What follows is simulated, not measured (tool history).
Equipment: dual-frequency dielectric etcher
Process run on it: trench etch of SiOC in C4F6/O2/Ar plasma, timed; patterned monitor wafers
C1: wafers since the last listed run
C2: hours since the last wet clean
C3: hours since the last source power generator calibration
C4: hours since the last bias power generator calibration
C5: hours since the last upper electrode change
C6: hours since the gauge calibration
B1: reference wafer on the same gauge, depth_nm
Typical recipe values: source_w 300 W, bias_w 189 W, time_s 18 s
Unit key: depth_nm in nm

run 1 hour=0 | source_w=300 bias_w=189 time_s=18 | C1=0 C2=522 C3=773.5 C4=2164.5 C5=1976.4 C6=457 | B1=34.01 | depth_nm=36.47
-- hour=23.3 wet clean of the chamber
run 2 hour=48.9 | source_w=300 bias_w=189 time_s=18 | C1=296 C2=25.6 C3=822.4 C4=2213.4 C5=2025.3 C6=505.9 | B1=34.01 | depth_nm=36.48
run 3 hour=132.1 | source_w=300 bias_w=189 time_s=18 | C1=964 C2=108.8 C3=905.6 C4=2296.6 C5=2108.5 C6=589.1 | B1=33.99 | depth_nm=36.43
run 4 hour=201.6 | source_w=260 bias_w=189 time_s=18 | C1=805 C2=178.3 C3=975.1 C4=2366.1 C5=2178 C6=658.6 | B1=34.01 | depth_nm=34.66
run 5 hour=270.9 | source_w=300 bias_w=159 time_s=18 | C1=803 C2=247.6 C3=1044.4 C4=2435.4 C5=2247.3 C6=727.9 | B1=33.97 | depth_nm=33.51
run 6 hour=331.3 | source_w=300 bias_w=159 time_s=18 | C1=700 C2=308 C3=1104.8 C4=2495.8 C5=2307.7 C6=788.3 | B1=34.01 | depth_nm=33.57
run 7 hour=370.7 | source_w=300 bias_w=159 time_s=18 | C1=456 C2=347.4 C3=1144.2 C4=2535.2 C5=2347.1 C6=827.7 | B1=33.98 | depth_nm=33.69
run 8 hour=436.6 | source_w=300 bias_w=189 time_s=18 | C1=763 C2=413.3 C3=1210.1 C4=2601.1 C5=2413 C6=893.6 | B1=34.01 | depth_nm=36.71
run 9 hour=493.7 | source_w=300 bias_w=189 time_s=18 | C1=661 C2=470.4 C3=1267.2 C4=2658.2 C5=2470.1 C6=950.7 | B1=33.99 | depth_nm=36.38
run 10 hour=573.2 | source_w=300 bias_w=211 time_s=18 | C1=921 C2=549.9 C3=1346.7 C4=2737.7 C5=2549.6 C6=1030.2 | B1=34 | depth_nm=38.61
-- hour=682.6 wet clean of the chamber
run 11 hour=683.1 | source_w=300 bias_w=189 time_s=18 | C1=995 C2=0.5 C3=1456.6 C4=2847.6 C5=2659.5 C6=1140.1 | B1=33.99 | depth_nm=36.47
run 12 hour=745.4 | source_w=300 bias_w=189 time_s=18 | C1=722 C2=62.8 C3=1518.9 C4=2909.9 C5=2721.8 C6=1202.4 | B1=33.99 | depth_nm=36.41
run 13 hour=821.2 | source_w=220 bias_w=202 time_s=14 | C1=878 C2=138.6 C3=1594.7 C4=2985.7 C5=2797.6 C6=1278.2 | B1=34 | depth_nm=26.13
-- hour=847.1 source power generator calibrated
-- hour=850.9 upper electrode replaced
run 14 hour=916.6 | source_w=260 bias_w=231 time_s=18 | C1=1015 C2=234 C3=69.5 C4=3081.1 C5=65.7 C6=1373.6 | B1=33.99 | depth_nm=37.59
run 15 hour=957.7 | source_w=240 bias_w=220 time_s=12.5 | C1=476 C2=275.1 C3=110.6 C4=3122.2 C5=106.8 C6=1414.7 | B1=33.98 | depth_nm=24.71
-- hour=984.3 gauge calibrated
-- hour=1048.6 bias power generator calibrated
run 16 hour=1053.9 | source_w=300 bias_w=206 time_s=13 | C1=1068 C2=371.3 C3=206.8 C4=5.3 C5=203 C6=69.6 | B1=34.02 | depth_nm=26.4
run 17 hour=1134.4 | source_w=350 bias_w=189 time_s=15 | C1=933 C2=451.8 C3=287.3 C4=85.8 C5=283.5 C6=150.1 | B1=33.97 | depth_nm=31.04
run 18 hour=1232.4 | source_w=300 bias_w=189 time_s=18 | C1=1136 C2=549.8 C3=385.3 C4=183.8 C5=381.5 C6=248.1 | B1=34 | depth_nm=35.24
-- hour=1281 wet clean of the chamber
run 19 hour=1285.4 | source_w=300 bias_w=148 time_s=13.5 | C1=336 C2=4.4 C3=438.3 C4=236.8 C5=434.5 C6=301.1 | B1=34.01 | depth_nm=23.62
run 20 hour=1359.1 | source_w=300 bias_w=161 time_s=18 | C1=854 C2=78.1 C3=512 C4=310.5 C5=508.2 C6=374.8 | B1=34 | depth_nm=32.86

Alternative continuations, all from the tool just after run 20; predict every row:
run A hour=1359.5 | source_w=300 bias_w=189 time_s=20.5 | C1=4 C2=78.5 C3=512.4 C4=310.9 C5=508.6 C6=375.2 | B1=? | depth_nm=?
run B hour=1359.5 | source_w=300 bias_w=189 time_s=15 | C1=4 C2=78.5 C3=512.4 C4=310.9 C5=508.6 C6=375.2 | B1=? | depth_nm=?
run C hour=1359.5 | source_w=260 bias_w=176 time_s=14 | C1=4 C2=78.5 C3=512.4 C4=310.9 C5=508.6 C6=375.2 | B1=? | depth_nm=?

run=A B1=33.99 depth_nm=40.67
run=B B1=33.99 depth_nm=29.76
run=C B1=33.99 depth_nm=25.41
What these runs would have given with no unlogged condition in the tool:
run=A depth_nm=40.15
run=B depth_nm=29.38
run=C depth_nm=25.08

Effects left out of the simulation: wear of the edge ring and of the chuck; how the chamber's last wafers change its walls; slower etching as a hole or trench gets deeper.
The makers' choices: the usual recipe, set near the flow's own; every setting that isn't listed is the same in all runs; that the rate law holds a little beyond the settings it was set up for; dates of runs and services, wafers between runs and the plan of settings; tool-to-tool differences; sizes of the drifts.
